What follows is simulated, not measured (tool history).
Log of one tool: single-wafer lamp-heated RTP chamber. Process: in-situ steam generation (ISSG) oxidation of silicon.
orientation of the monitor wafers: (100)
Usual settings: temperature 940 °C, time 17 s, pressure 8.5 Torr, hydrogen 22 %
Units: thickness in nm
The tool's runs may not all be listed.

| run | hour | temperature | time | pressure | hydrogen | read-back reference wafer on the same gauge, thickness | thickness |
|---|---|---|---|---|---|---|---|
| 1 | 0 | 940 | 15 | 7.8 | 22 | 3.438 | 3.665 |
| 2 | 20.2 | 940 | 17 | 8.5 | 22 | 3.442 | 3.822 |
| 3 | 32.3 | 940 | 17 | 8.5 | 22 | 3.442 | 3.826 |
| 4 | 62.3 | 940 | 17 | 8.5 | 22 | 3.44 | 3.84 |
| 5 | 79.8 | 940 | 17 | 8.5 | 22 | 3.44 | 3.84 |
| 6 | 101 | 940 | 17 | 8.9 | 22 | 3.439 | 3.836 |
| 7 | 119.9 | 940 | 17 | 8.9 | 22 | 3.44 | 3.841 |
| 8 | 139.2 | 940 | 17 | 8.9 | 26 | 3.437 | 3.999 |
| 9 | 171 | 921 | 17 | 7.9 | 18 | 3.441 | 3.501 |
| 10 | 191 | 940 | 24 | 9.5 | 22 | 3.439 | 4.372 |
| 11 | 224 | 940 | 17 | 8.5 | 22 | 3.438 | 3.876 |
| 12 | 255.4 | 940 | 22 | 9.4 | 22 | 3.439 | 4.273 |
| 13 | 271 | 940 | 17 | 8.5 | 22 | 3.442 | 3.882 |
| 14 | 295.3 | 940 | 19 | 7.1 | 16 | 3.439 | 3.77 |
| 15 | 319.6 | 940 | 17 | 8.5 | 30 | 3.439 | 4.215 |
| 16 | 340.6 | 957 | 17 | 8.5 | 14 | 3.441 | 3.706 |
|  | 368.6 | pyrometer window cleaned and pyrometer calibrated |
| 17 | 369.1 | 940 | 17 | 8.5 | 22 | 3.441 | 3.79 |
| 18 | 376.6 | 940 | 12 | 8.5 | 25 | 3.44 | 3.449 |
| 19 | 397.8 | 940 | 15 | 8.5 | 28 | 3.442 | 3.855 |
| 20 | 431.3 | 958 | 22 | 8.5 | 15 | 3.441 | 4.122 |
|  | 480.6 | gauge calibrated |
|  | 494.6 | hydrogen flow controller replaced |
| 21 | 536.8 | 957 | 17 | 7.3 | 22 | 3.437 | 4.035 |
| 22 | 566.7 | 922 | 17 | 8.5 | 22 | 3.441 | 3.666 |
| 23 | 581.4 | 940 | 17 | 8.5 | 22 | 3.438 | 3.836 |
| 24 | 613.1 | 933 | 17 | 8.5 | 22 | 3.439 | 3.776 |
| 25 | 647.6 | 940 | 19 | 9.5 | 22 | 3.439 | 3.976 |
| 26 | 665.5 | 940 | 11 | 8.5 | 31 | 3.437 | 3.589 |
| 27 | 699.4 | 940 | 11 | 8.5 | 22 | 3.441 | 3.28 |
| 28 | 730.8 | 940 | 21 | 8.5 | 22 | 3.438 | 4.216 |
| 29 | 753.3 | 932 | 17 | 7 | 18 | 3.44 | 3.602 |
| 30 | 765.7 | 940 | 17 | 8.5 | 22 | 3.442 | 3.859 |
| 31 | 798.9 | 940 | 17 | 8.5 | 22 | 3.438 | 3.871 |

4 ways to go on from here, each from the tool as it stands after run 31. What would each give?
| A | 799.4 | 940 | 17 | 8.5 | 22 | ? | ? |
| B | 799.4 | 953 | 17 | 8.5 | 22 | ? | ? |
| C | 799.4 | 927 | 12 | 9.4 | 15 | ? | ? |
| D | 799.4 | 960 | 17 | 8.5 | 15 | ? | ? |

| run | read-back reference wafer on the same gauge, thickness | thickness |
|---|---|---|
| A | 3.439 | 3.882 |
| B | 3.439 | 4.032 |
| C | 3.439 | 2.993 |
| D | 3.439 | 3.778 |
Without the tool's hidden state the same runs would have given:
| run | thickness |
|---|---|
| A | 3.789 |
| B | 3.927 |
| C | 2.937 |
| D | 3.676 |
